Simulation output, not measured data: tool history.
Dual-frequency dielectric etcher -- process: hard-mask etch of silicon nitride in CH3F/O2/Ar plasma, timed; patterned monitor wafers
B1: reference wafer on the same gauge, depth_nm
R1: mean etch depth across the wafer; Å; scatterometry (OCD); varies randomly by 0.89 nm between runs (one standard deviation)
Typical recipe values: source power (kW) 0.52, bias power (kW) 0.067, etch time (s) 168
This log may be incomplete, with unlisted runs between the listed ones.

Run 1, hour 0: usual settings; B1 135.9. Result: R1 1330 Å.
Run 2, hour 59.7: usual settings; B1 135.6. Result: R1 1326 Å.
At hour 104.8: source power generator calibrated.
Run 3, hour 115.5: usual settings; B1 136.3. Result: R1 1349 Å.
Run 4, hour 175.5: usual settings but bias power (kW) 0.074; B1 135.7. Result: R1 1404 Å.
At hour 235: gauge calibrated.
Run 5, hour 241.9: usual settings but bias power (kW) 0.074; B1 136.4. Result: R1 1419 Å.
Run 6, hour 299: usual settings; B1 136.1. Result: R1 1363 Å.
At hour 369.8: wet clean of the chamber.
Run 7, hour 370.3: usual settings but source power (kW) 0.48; B1 135.9. Result: R1 1300 Å.
Run 8, hour 398.6: usual settings but source power (kW) 0.48; B1 136. Result: R1 1293 Å.
Run 9, hour 439.3: usual settings but source power (kW) 0.48; B1 136.3. Result: R1 1322 Å.
At hour 463.4: bias power generator calibrated.
Run 10, hour 496.6: usual settings; B1 136. Result: R1 1342 Å.
Run 11, hour 553.9: usual settings; B1 135.6. Result: R1 1347 Å.
Run 12, hour 584.4: usual settings; B1 136.1. Result: R1 1355 Å.
Run 13, hour 630.1: usual settings but bias power (kW) 0.058, etch time (s) 119; B1 136.3. Result: R1 910 Å.
Run 14, hour 675.2: usual settings but source power (kW) 0.43; B1 136.5. Result: R1 1295 Å.
Run 15, hour 706.9: usual settings; B1 136.2. Result: R1 1376 Å.
At hour 746.3: upper electrode replaced.
Run 16, hour 762.9: usual settings but source power (kW) 0.61, bias power (kW) 0.055; B1 136.3. Result: R1 1338 Å.
Run 17, hour 800.2: usual settings but source power (kW) 0.59, etch time (s) 204; B1 136.1. Result: R1 1746 Å.
At hour 846.4: wet clean of the chamber.
Run 18, hour 870: usual settings but source power (kW) 0.58; B1 136.4. Result: R1 1361 Å.
Run 19, hour 916.9: usual settings but source power (kW) 0.46, bias power (kW) 0.074, etch time (s) 142.5; B1 135.9. Result: R1 1146 Å.
Run 20, hour 961: usual settings but source power (kW) 0.57, bias power (kW) 0.075, etch time (s) 117.5; B1 135.9. Result: R1 993 Å.
Run 21, hour 1027.2: usual settings but bias power (kW) 0.053; B1 135.9. Result: R1 1213 Å.
Run 22, hour 1067.8: usual settings but etch time (s) 205; B1 136.3. Result: R1 1647 Å.
Run 23, hour 1124: usual settings but bias power (kW) 0.083; B1 136. Result: R1 1474 Å.
Run 24, hour 1183.8: usual settings but source power (kW) 0.45, etch time (s) 218; B1 136.2. Result: R1 1717 Å.
Run 25, hour 1213: usual settings; B1 136.2. Result: R1 1379 Å.
Run 26, hour 1283.7: usual settings but source power (kW) 0.45, bias power (kW) 0.054, etch time (s) 150.5; B1 136. Result: R1 1086 Å.
Run 27, hour 1335: usual settings but source power (kW) 0.6, bias power (kW) 0.073, etch time (s) 201.5; B1 135.7. Result: R1 1774 Å.
At hour 1388.4: wet clean of the chamber.
Run 28, hour 1397.2: usual settings but source power (kW) 0.48; B1 135.6. Result: R1 1324 Å.
Run 29, hour 1448.7: usual settings but source power (kW) 0.41, bias power (kW) 0.083, etch time (s) 132; B1 135.8. Result: R1 1091 Å.
Run 30, hour 1491.6: usual settings; B1 136.1. Result: R1 1329 Å.

4 ways to go on from here, each from the tool as it stands after run 30. What would each give?
Run A, hour 1492.1: usual settings; B1 ?. Result: R1 ?.
Run B, hour 1492.1: usual settings but source power (kW) 0.49, etch time (s) 210; B1 ?. Result: R1 ?.
Run C, hour 1492.1: usual settings but bias power (kW) 0.05; B1 ?. Result: R1 ?.
Run D, hour 1492.1: usual settings but source power (kW) 0.61, bias power (kW) 0.072, etch time (s) 187.5; B1 ?. Result: R1 ?.

run   B1    R1
  A  136  1320
  B  136  1628
  C  136  1168
  D  136  1578
Had the tool no hidden state, the same runs would have come out as:
run    R1
  A  1303
  B  1607
  C  1153
  D  1558
